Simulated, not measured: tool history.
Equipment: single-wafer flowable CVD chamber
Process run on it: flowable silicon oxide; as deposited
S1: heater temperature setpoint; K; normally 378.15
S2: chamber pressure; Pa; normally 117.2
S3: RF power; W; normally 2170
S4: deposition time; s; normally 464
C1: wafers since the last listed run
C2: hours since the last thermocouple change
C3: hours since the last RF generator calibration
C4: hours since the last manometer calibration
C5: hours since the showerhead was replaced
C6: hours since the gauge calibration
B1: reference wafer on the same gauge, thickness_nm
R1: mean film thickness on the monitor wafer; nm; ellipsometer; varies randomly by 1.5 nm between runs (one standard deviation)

| run | hour | S1 | S2 | S3 | S4 | C1 | C2 | C3 | C4 | C5 | C6 | B1 | R1 |
|---|---|---|---|---|---|---|---|---|---|---|---|---|---|
| 1 | 0.0 | 378.15 | 117.2 | 2170 | 464 | 0 | 1267.6 | 815.8 | 1996.9 | 6902.1 | 318.8 | 263.991 | 322.127 |
| 2 | 23.6 | 378.15 | 117.2 | 2170 | 464 | 57 | 1291.2 | 839.4 | 2020.5 | 6925.7 | 342.4 | 263.945 | 321.222 |
|  | 36.8 | gauge calibrated |
| 3 | 56.9 | 378.15 | 117.2 | 2170 | 464 | 81 | 1324.5 | 872.7 | 2053.8 | 6959.0 | 20.1 | 263.806 | 322.990 |
| 4 | 83.5 | 378.15 | 117.2 | 2170 | 464 | 65 | 1351.1 | 899.3 | 2080.4 | 6985.6 | 46.7 | 263.977 | 320.674 |
| 5 | 97.5 | 378.15 | 117.2 | 2170 | 464 | 34 | 1365.1 | 913.3 | 2094.4 | 6999.6 | 60.7 | 264.002 | 326.819 |
| 6 | 125.3 | 378.15 | 117.2 | 2170 | 464 | 68 | 1392.9 | 941.1 | 2122.2 | 7027.4 | 88.5 | 263.748 | 327.695 |
| 7 | 156.6 | 378.15 | 117.2 | 2170 | 464 | 76 | 1424.2 | 972.4 | 2153.5 | 7058.7 | 119.8 | 264.039 | 325.431 |
|  | 169.5 | showerhead replaced |
| 8 | 173.0 | 378.15 | 117.2 | 2170 | 464 | 20 | 1440.6 | 988.8 | 2169.9 | 3.5 | 136.2 | 263.943 | 326.509 |
| 9 | 188.6 | 378.15 | 117.2 | 2170 | 464 | 38 | 1456.2 | 1004.4 | 2185.5 | 19.1 | 151.8 | 263.752 | 329.219 |
| 10 | 212.4 | 378.15 | 96.9 | 2170 | 464 | 58 | 1480.0 | 1028.2 | 2209.3 | 42.9 | 175.6 | 264.042 | 270.071 |
| 11 | 245.6 | 378.15 | 117.2 | 2170 | 464 | 81 | 1513.2 | 1061.4 | 2242.5 | 76.1 | 208.8 | 263.821 | 330.871 |
| 12 | 266.6 | 378.15 | 117.2 | 2170 | 500 | 51 | 1534.2 | 1082.4 | 2263.5 | 97.1 | 229.8 | 264.207 | 358.033 |
| 13 | 286.0 | 378.15 | 117.2 | 2170 | 464 | 47 | 1553.6 | 1101.8 | 2282.9 | 116.5 | 249.2 | 264.071 | 333.062 |
| 14 | 301.2 | 378.15 | 117.2 | 2170 | 409 | 37 | 1568.8 | 1117.0 | 2298.1 | 131.7 | 264.4 | 264.250 | 293.238 |
|  | 319.7 | RF generator calibrated |
|  | 339.2 | capacitance manometer re-zeroed and calibrated |
| 15 | 339.7 | 378.15 | 117.2 | 2565 | 544 | 55 | 1607.3 | 20.0 | 0.5 | 170.2 | 302.9 | 263.726 | 401.101 |
| 16 | 352.3 | 389.15 | 127.3 | 2170 | 411 | 30 | 1619.9 | 32.6 | 13.1 | 182.8 | 315.5 | 263.847 | 234.221 |
|  | 374.2 | gauge calibrated |
| 17 | 378.8 | 386.15 | 94.5 | 1945 | 490 | 65 | 1646.4 | 59.1 | 39.6 | 209.3 | 4.6 | 263.889 | 220.466 |
| 18 | 413.6 | 387.15 | 117.2 | 2170 | 464 | 85 | 1681.2 | 93.9 | 74.4 | 244.1 | 39.4 | 264.183 | 259.714 |
|  | 423.0 | thermocouple changed; heater temperature recalibrated |
| 19 | 442.9 | 391.15 | 105.7 | 2025 | 404 | 52 | 19.9 | 123.2 | 103.7 | 273.4 | 68.7 | 264.224 | 147.877 |
| 20 | 458.5 | 378.15 | 117.2 | 2170 | 464 | 38 | 35.5 | 138.8 | 119.3 | 289.0 | 84.3 | 264.201 | 274.134 |
| 21 | 484.2 | 378.15 | 117.2 | 2315 | 514 | 63 | 61.2 | 164.5 | 145.0 | 314.7 | 110.0 | 264.341 | 304.424 |
| 22 | 520.0 | 378.15 | 117.2 | 2170 | 464 | 87 | 97.0 | 200.3 | 180.8 | 350.5 | 145.8 | 264.088 | 273.966 |
| 23 | 534.1 | 378.15 | 117.2 | 2170 | 464 | 34 | 111.1 | 214.4 | 194.9 | 364.6 | 159.9 | 264.044 | 274.862 |

For some of the steps in R1 from one run to the next: how much would appear even if the tool had no hidden state, given the settings, what came in and random variation, and how much remains for the hidden state plus any gauge scatter that the measured result and the result without hidden state don't share?
Hidden state at play: wafer temperature above the value expected at the setpoint (K); delivered RF power above the setpoint (%); true pressure above the setpoint (%); gauge reads high (%).
Run 15 -> 16: S1 378.15 -> 389.15, S2 117.2 -> 127.3, S3 2565 -> 2170, S4 544 -> 411. R1 -166.880 nm: hidden state -29.340, all else -137.540.
Run 18 -> 19: S1 387.15 -> 391.15, S2 117.2 -> 105.7, S3 2170 -> 2025, S4 464 -> 404, thermocouple changed; heater temperature recalibrated. R1 -111.837 nm: hidden state -46.139, all else -65.698.
Run 19 -> 20: S1 391.15 -> 378.15, S2 105.7 -> 117.2, S3 2025 -> 2170, S4 404 -> 464. R1 +126.257 nm: hidden state -3.412, all else +129.669.
